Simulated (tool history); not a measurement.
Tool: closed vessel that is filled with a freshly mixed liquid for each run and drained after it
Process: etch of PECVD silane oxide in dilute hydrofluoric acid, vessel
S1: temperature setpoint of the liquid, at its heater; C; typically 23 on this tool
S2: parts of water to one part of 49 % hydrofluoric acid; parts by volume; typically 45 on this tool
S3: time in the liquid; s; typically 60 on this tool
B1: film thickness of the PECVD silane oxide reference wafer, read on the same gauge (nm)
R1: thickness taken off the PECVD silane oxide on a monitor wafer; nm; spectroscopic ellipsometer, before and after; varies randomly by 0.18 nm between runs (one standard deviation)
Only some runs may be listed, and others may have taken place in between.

run	hour	S1	S2	S3	B1	R1
1	0	21.5	45	50	150	26.74
2	73.7	21.5	45	50	150.02	26.91
3	144.1	21.5	45	50	150	26.64
# hour 181.4: hydrofluoric acid flow meter replaced
4	232.6	23	50	60	150.03	30.27
5	470.8	23	45	60	149.98	33.93
6	549.6	23	55	60	150.02	27.26
# hour 612.4: gauge calibrated
7	650.1	23	45	85	150.01	47.6
8	714.3	23	45	85	149.98	47.52
9	791.7	23	45	60	150.05	33.56
# hour 855: thermometer replaced
10	868.5	23	45	60	150.01	35.5
11	910.1	23	25	85	150.02	92.98
12	1015.5	24.5	45	75	149.99	46.81
# hour 1021.3: hydrofluoric acid flow meter replaced
13	1111.9	27	40	30	150	23.64

Forecast run 14:
14	1187	20.5	45	60	?	?

{"run 14": {"B1": 150.04, "R1": 31.78}}
With the hidden condition absent and the run-to-run variation left alone, this run would have shown R1 32.54 nm.
